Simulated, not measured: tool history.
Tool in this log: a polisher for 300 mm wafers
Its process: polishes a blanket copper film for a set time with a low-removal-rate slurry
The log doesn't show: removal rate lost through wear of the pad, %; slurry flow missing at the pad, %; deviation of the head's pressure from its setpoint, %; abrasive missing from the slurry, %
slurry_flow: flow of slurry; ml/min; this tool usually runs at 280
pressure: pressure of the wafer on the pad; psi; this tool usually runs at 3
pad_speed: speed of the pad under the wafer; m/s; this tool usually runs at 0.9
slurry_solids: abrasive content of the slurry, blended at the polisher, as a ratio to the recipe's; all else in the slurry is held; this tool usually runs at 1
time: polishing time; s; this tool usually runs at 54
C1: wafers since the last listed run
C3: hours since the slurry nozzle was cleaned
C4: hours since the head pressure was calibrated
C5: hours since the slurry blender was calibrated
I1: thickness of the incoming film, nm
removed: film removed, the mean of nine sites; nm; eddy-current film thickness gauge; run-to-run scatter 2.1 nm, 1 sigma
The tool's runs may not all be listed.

run 1 day=0 | slurry_flow=280 pressure=3 pad_speed=0.9 slurry_solids=1 time=54 | C1=0 wafers_polished_on_this_pad=1462 C3=109.3 C4=577.2 C5=8.8 | I1=1476.1 | removed=154.6
run 2 day=2.658 | slurry_flow=280 pressure=3 pad_speed=0.9 slurry_solids=1 time=54 | C1=668 wafers_polished_on_this_pad=2131 C3=173.1 C4=641 C5=72.6 | I1=1456.8 | removed=153.7
-- day=5.667 head pressure recalibrated
run 3 day=7.008 | slurry_flow=280 pressure=3 pad_speed=0.9 slurry_solids=1 time=54 | C1=1073 wafers_polished_on_this_pad=3204 C3=277.5 C4=32.2 C5=177 | I1=1449 | removed=150.5
run 4 day=10.246 | slurry_flow=280 pressure=3 pad_speed=0.9 slurry_solids=1 time=54 | C1=814 wafers_polished_on_this_pad=4019 C3=355.2 C4=109.9 C5=254.7 | I1=1470 | removed=146.4
run 5 day=13.746 | slurry_flow=280 pressure=3 pad_speed=0.9 slurry_solids=1 time=54 | C1=880 wafers_polished_on_this_pad=4899 C3=439.2 C4=193.9 C5=338.7 | I1=1470.9 | removed=146.4
run 6 day=16.288 | slurry_flow=280 pressure=3 pad_speed=1.08 slurry_solids=1.3 time=54 | C1=639 wafers_polished_on_this_pad=5539 C3=500.2 C4=254.9 C5=399.7 | I1=1437.7 | removed=192.1
run 7 day=17.954 | slurry_flow=210 pressure=2 pad_speed=1.16 slurry_solids=1 time=65 | C1=419 wafers_polished_on_this_pad=5958 C3=540.2 C4=294.9 C5=439.7 | I1=1453.9 | removed=153
run 8 day=21.088 | slurry_flow=340 pressure=3 pad_speed=0.9 slurry_solids=0.9 time=54 | C1=788 wafers_polished_on_this_pad=6746 C3=615.4 C4=370.1 C5=514.9 | I1=1464.3 | removed=136.7
-- day=23.379 worn pad replaced by a new one
run 9 day=24.471 | slurry_flow=370 pressure=2.3 pad_speed=0.9 slurry_solids=0.8 time=54 | C1=809 wafers_polished_on_this_pad=275 C3=696.6 C4=451.3 C5=596.1 | I1=1455.4 | removed=107.6
-- day=24.888 slurry nozzle cleaned
run 10 day=26.304 | slurry_flow=355 pressure=3 pad_speed=0.9 slurry_solids=1 time=49 | C1=450 wafers_polished_on_this_pad=725 C3=34 C4=495.3 C5=640.1 | I1=1437.6 | removed=130.1
run 11 day=30.567 | slurry_flow=340 pressure=3 pad_speed=0.58 slurry_solids=1.1 time=41 | C1=1072 wafers_polished_on_this_pad=1798 C3=136.3 C4=597.6 C5=742.4 | I1=1467.3 | removed=70.4
-- day=32.608 slurry blender recalibrated
run 12 day=33.075 | slurry_flow=280 pressure=3 pad_speed=0.74 slurry_solids=0.75 time=54 | C1=610 wafers_polished_on_this_pad=2408 C3=196.5 C4=657.8 C5=11.2 | I1=1461.8 | removed=112.8
run 13 day=36.271 | slurry_flow=215 pressure=2.2 pad_speed=1.04 slurry_solids=1 time=44 | C1=804 wafers_polished_on_this_pad=3212 C3=273.2 C4=734.5 C5=87.9 | I1=1451.4 | removed=109.9
-- day=39.988 head pressure recalibrated
run 14 day=40.475 | slurry_flow=230 pressure=3 pad_speed=0.9 slurry_solids=0.8 time=54 | C1=1036 wafers_polished_on_this_pad=4249 C3=374.1 C4=11.7 C5=188.8 | I1=1472.6 | removed=134.7
run 15 day=42.025 | slurry_flow=280 pressure=3 pad_speed=0.9 slurry_solids=1 time=54 | C1=389 wafers_polished_on_this_pad=4639 C3=411.3 C4=48.9 C5=226 | I1=1458.8 | removed=147.9
run 16 day=50.317 | slurry_flow=280 pressure=2.2 pad_speed=0.9 slurry_solids=1.2 time=54 | C1=2086 wafers_polished_on_this_pad=6725 C3=610.3 C4=247.9 C5=425 | I1=1455.2 | removed=113.2
-- day=54.5 worn pad replaced by a new one
run 17 day=55.583 | slurry_flow=280 pressure=3.5 pad_speed=0.9 slurry_solids=1.2 time=54 | C1=1283 wafers_polished_on_this_pad=273 C3=736.7 C4=374.3 C5=551.4 | I1=1453.4 | removed=181
run 18 day=57.929 | slurry_flow=280 pressure=3 pad_speed=0.9 slurry_solids=1 time=54 | C1=590 wafers_polished_on_this_pad=863 C3=793 C4=430.6 C5=607.7 | I1=1466.8 | removed=147.2
-- day=59.229 slurry nozzle cleaned
run 19 day=62.125 | slurry_flow=330 pressure=3 pad_speed=0.98 slurry_solids=1 time=54 | C1=1045 wafers_polished_on_this_pad=1908 C3=69.5 C4=531.3 C5=708.4 | I1=1452.7 | removed=153.6
run 20 day=63.817 | slurry_flow=280 pressure=3 pad_speed=0.9 slurry_solids=1 time=54 | C1=425 wafers_polished_on_this_pad=2333 C3=110.1 C4=571.9 C5=749 | I1=1442.4 | removed=141.5
run 21 day=66.371 | slurry_flow=280 pressure=3 pad_speed=0.9 slurry_solids=1 time=54 | C1=642 wafers_polished_on_this_pad=2976 C3=171.4 C4=633.2 C5=810.3 | I1=1447.7 | removed=131.8
run 22 day=70.25 | slurry_flow=280 pressure=3 pad_speed=0.7 slurry_solids=0.75 time=54 | C1=975 wafers_polished_on_this_pad=3952 C3=264.5 C4=726.3 C5=903.4 | I1=1437.7 | removed=90.8
-- day=70.712 slurry blender recalibrated
run 23 day=74.329 | slurry_flow=345 pressure=3 pad_speed=0.76 slurry_solids=1.1 time=54 | C1=1005 wafers_polished_on_this_pad=4957 C3=362.4 C4=824.2 C5=86.8 | I1=1472.8 | removed=132.1
run 24 day=77.271 | slurry_flow=280 pressure=3.3 pad_speed=0.9 slurry_solids=1 time=54 | C1=740 wafers_polished_on_this_pad=5697 C3=433 C4=894.8 C5=157.4 | I1=1427.7 | removed=161.4
-- day=77.729 head pressure recalibrated
run 25 day=80.138 | slurry_flow=205 pressure=3 pad_speed=0.78 slurry_solids=1 time=40 | C1=700 wafers_polished_on_this_pad=6398 C3=501.8 C4=57.8 C5=226.2 | I1=1462.8 | removed=91.2
run 26 day=86.771 | slurry_flow=280 pressure=3 pad_speed=0.9 slurry_solids=0.8 time=48 | C1=1668 wafers_polished_on_this_pad=8067 C3=661 C4=217 C5=385.4 | I1=1438.5 | removed=110.9
-- day=89.483 worn pad replaced by a new one
-- day=90.154 slurry nozzle cleaned
run 27 day=90.175 | slurry_flow=335 pressure=3 pad_speed=0.9 slurry_solids=1 time=54 | C1=804 wafers_polished_on_this_pad=163 C3=0.5 C4=298.7 C5=467.1 | I1=1445 | removed=153
run 28 day=91.942 | slurry_flow=280 pressure=3 pad_speed=0.9 slurry_solids=1 time=54 | C1=444 wafers_polished_on_this_pad=608 C3=42.9 C4=341.1 C5=509.5 | I1=1422.5 | removed=148.1
run 29 day=94.875 | slurry_flow=355 pressure=3 pad_speed=0.9 slurry_solids=1 time=49 | C1=738 wafers_polished_on_this_pad=1346 C3=113.3 C4=411.5 C5=579.9 | I1=1434 | removed=138.9
run 30 day=96.729 | slurry_flow=280 pressure=3 pad_speed=0.74 slurry_solids=1 time=67 | C1=466 wafers_polished_on_this_pad=1812 C3=157.8 C4=456 C5=624.4 | I1=1456.6 | removed=149.5

Alternative continuations, all from the tool just after run 30; predict every row:
run A day=96.746 | slurry_flow=280 pressure=3 pad_speed=0.9 slurry_solids=1 time=54 | C1=4 wafers_polished_on_this_pad=1816 C3=158.2 C4=456.4 C5=624.8 | I1=1467.4 | removed=?
run B day=96.746 | slurry_flow=280 pressure=2.6 pad_speed=0.9 slurry_solids=0.85 time=63 | C1=4 wafers_polished_on_this_pad=1816 C3=158.2 C4=456.4 C5=624.8 | I1=1467.4 | removed=?
run C day=96.746 | slurry_flow=220 pressure=3 pad_speed=0.9 slurry_solids=1 time=62 | C1=4 wafers_polished_on_this_pad=1816 C3=158.2 C4=456.4 C5=624.8 | I1=1467.4 | removed=?
run D day=96.746 | slurry_flow=280 pressure=3 pad_speed=0.9 slurry_solids=1.2 time=65 | C1=4 wafers_polished_on_this_pad=1816 C3=158.2 C4=456.4 C5=624.8 | I1=1467.4 | removed=?

run=A removed=143.9
run=B removed=140.4
run=C removed=160.4
run=D removed=183.6
Had the tool no hidden state, the same runs would have come out as:
run=A removed=154.9
run=B removed=150.8
run=C removed=172.7
run=D removed=198.1
